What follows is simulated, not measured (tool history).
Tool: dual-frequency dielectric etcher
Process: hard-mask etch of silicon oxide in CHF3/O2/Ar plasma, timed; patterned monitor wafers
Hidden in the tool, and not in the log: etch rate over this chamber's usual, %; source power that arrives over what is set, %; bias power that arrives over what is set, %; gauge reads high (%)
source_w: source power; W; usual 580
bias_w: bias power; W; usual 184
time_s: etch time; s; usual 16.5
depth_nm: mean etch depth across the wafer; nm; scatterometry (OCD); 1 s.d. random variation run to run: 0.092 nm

| run | hour | source_w | bias_w | time_s | wafers since the last listed run | hours since the last wet clean | hours since the last source power generator calibration | hours since the last bias power generator calibration | hours since the last upper electrode change | hours since the gauge calibration | read-back reference wafer on the same gauge, depth_nm | depth_nm |
|---|---|---|---|---|---|---|---|---|---|---|---|---|
| 1 | 0.0 | 580 | 184 | 16.5 | 0 | 455.7 | 3942.9 | 1928.0 | 2472.7 | 1362.9 | 31.14 | 34.83 |
| 2 | 69.2 | 580 | 184 | 16.5 | 812 | 524.9 | 4012.1 | 1997.2 | 2541.9 | 1432.1 | 31.08 | 34.84 |
|  | 124.6 | wet clean of the chamber |
| 3 | 125.1 | 580 | 184 | 16.5 | 374 | 0.5 | 4068.0 | 2053.1 | 2597.8 | 1488.0 | 31.11 | 34.71 |
| 4 | 172.8 | 580 | 184 | 16.5 | 560 | 48.2 | 4115.7 | 2100.8 | 2645.5 | 1535.7 | 31.06 | 34.73 |
|  | 207.8 | upper electrode replaced |
| 5 | 217.4 | 580 | 184 | 16.5 | 241 | 92.8 | 4160.3 | 2145.4 | 9.6 | 1580.3 | 31.15 | 34.97 |
| 6 | 243.2 | 580 | 184 | 16.5 | 302 | 118.6 | 4186.1 | 2171.2 | 35.4 | 1606.1 | 31.12 | 34.91 |
| 7 | 305.5 | 580 | 184 | 16.5 | 731 | 180.9 | 4248.4 | 2233.5 | 97.7 | 1668.4 | 31.09 | 35.02 |
| 8 | 336.3 | 580 | 184 | 16.5 | 361 | 211.7 | 4279.2 | 2264.3 | 128.5 | 1699.2 | 31.10 | 35.06 |
| 9 | 379.3 | 680 | 184 | 16.5 | 504 | 254.7 | 4322.2 | 2307.3 | 171.5 | 1742.2 | 31.12 | 38.11 |
|  | 408.8 | gauge calibrated |
|  | 412.8 | bias power generator calibrated |
| 10 | 440.3 | 580 | 184 | 12.0 | 669 | 315.7 | 4383.2 | 27.5 | 232.5 | 31.5 | 31.11 | 24.59 |
| 11 | 504.6 | 580 | 227 | 20.0 | 754 | 380.0 | 4447.5 | 91.8 | 296.8 | 95.8 | 31.08 | 45.23 |
| 12 | 568.2 | 710 | 184 | 16.5 | 746 | 443.6 | 4511.1 | 155.4 | 360.4 | 159.4 | 31.12 | 37.77 |
| 13 | 612.4 | 580 | 150 | 16.5 | 518 | 487.8 | 4555.3 | 199.6 | 404.6 | 203.6 | 31.11 | 30.68 |
| 14 | 643.4 | 580 | 184 | 16.5 | 363 | 518.8 | 4586.3 | 230.6 | 435.6 | 234.6 | 31.10 | 33.98 |
|  | 680.1 | source power generator calibrated |
| 15 | 682.7 | 540 | 225 | 18.0 | 414 | 558.1 | 2.6 | 269.9 | 474.9 | 273.9 | 31.10 | 39.10 |
|  | 708.7 | wet clean of the chamber |
| 16 | 711.0 | 580 | 184 | 16.5 | 50 | 2.3 | 30.9 | 298.2 | 503.2 | 302.2 | 31.05 | 34.02 |
| 17 | 759.5 | 580 | 167 | 16.5 | 569 | 50.8 | 79.4 | 346.7 | 551.7 | 350.7 | 31.11 | 32.35 |
| 18 | 824.7 | 510 | 222 | 16.5 | 765 | 116.0 | 144.6 | 411.9 | 616.9 | 415.9 | 31.10 | 34.45 |
| 19 | 856.0 | 580 | 212 | 16.5 | 367 | 147.3 | 175.9 | 443.2 | 648.2 | 447.2 | 31.08 | 36.31 |
| 20 | 902.6 | 700 | 146 | 20.5 | 547 | 193.9 | 222.5 | 489.8 | 694.8 | 493.8 | 31.10 | 41.82 |
| 21 | 927.8 | 580 | 200 | 16.5 | 295 | 219.1 | 247.7 | 515.0 | 720.0 | 519.0 | 31.09 | 35.18 |
| 22 | 977.8 | 520 | 141 | 19.5 | 587 | 269.1 | 297.7 | 565.0 | 770.0 | 569.0 | 31.09 | 32.98 |
| 23 | 1049.7 | 580 | 184 | 16.5 | 844 | 341.0 | 369.6 | 636.9 | 841.9 | 640.9 | 31.11 | 33.88 |
| 24 | 1075.5 | 580 | 147 | 16.5 | 302 | 366.8 | 395.4 | 662.7 | 867.7 | 666.7 | 31.09 | 30.57 |
| 25 | 1109.6 | 630 | 146 | 11.5 | 400 | 400.9 | 429.5 | 696.8 | 901.8 | 700.8 | 31.10 | 22.30 |
| 26 | 1173.5 | 580 | 184 | 16.5 | 750 | 464.8 | 493.4 | 760.7 | 965.7 | 764.7 | 31.10 | 33.93 |
| 27 | 1241.1 | 580 | 184 | 16.5 | 793 | 532.4 | 561.0 | 828.3 | 1033.3 | 832.3 | 31.10 | 33.94 |
| 28 | 1281.2 | 580 | 184 | 16.5 | 470 | 572.5 | 601.1 | 868.4 | 1073.4 | 872.4 | 31.09 | 34.03 |
|  | 1354.7 | wet clean of the chamber |
| 29 | 1355.2 | 650 | 209 | 16.5 | 587 | 0.5 | 675.1 | 942.4 | 1147.4 | 946.4 | 31.11 | 38.41 |
| 30 | 1385.0 | 580 | 160 | 16.5 | 349 | 30.3 | 704.9 | 972.2 | 1177.2 | 976.2 | 31.09 | 31.79 |

Describe how what the log doesn't record of the tool's condition differs between the last listed run preceding each entry between runs and the first listed run following it.
Runs 2 to 3: wet clean of the chamber (hour 124.6)
  bias power that arrives over what is set, %: 4.48 -> 4.71
  measured result minus the result with no hidden state, depth_nm: +0.73 -> +0.75 nm
Runs 4 to 5: upper electrode replaced (hour 207.8)
  bias power that arrives over what is set, %: 4.92 -> 5.12
  measured result minus the result with no hidden state, depth_nm: +0.79 -> +0.83 nm
Runs 9 to 10: gauge calibrated (hour 408.8); bias power generator calibrated (hour 412.8)
  bias power that arrives over what is set, %: 5.86 -> -0.84
  measured result minus the result with no hidden state, depth_nm: +1.01 -> -0.10 nm
Runs 14 to 15: source power generator calibrated (hour 680.1)
  bias power that arrives over what is set, %: -0.786 -> -0.765
  measured result minus the result with no hidden state, depth_nm: -0.13 -> -0.15 nm
Runs 15 to 16: wet clean of the chamber (hour 708.7)
  bias power that arrives over what is set, %: -0.765 -> -0.749
  measured result minus the result with no hidden state, depth_nm: -0.15 -> -0.13 nm
Runs 28 to 29: wet clean of the chamber (hour 1354.7)
  bias power that arrives over what is set, %: -0.0602 -> 0.0785
  measured result minus the result with no hidden state, depth_nm: -0.01 -> +0.01 nm

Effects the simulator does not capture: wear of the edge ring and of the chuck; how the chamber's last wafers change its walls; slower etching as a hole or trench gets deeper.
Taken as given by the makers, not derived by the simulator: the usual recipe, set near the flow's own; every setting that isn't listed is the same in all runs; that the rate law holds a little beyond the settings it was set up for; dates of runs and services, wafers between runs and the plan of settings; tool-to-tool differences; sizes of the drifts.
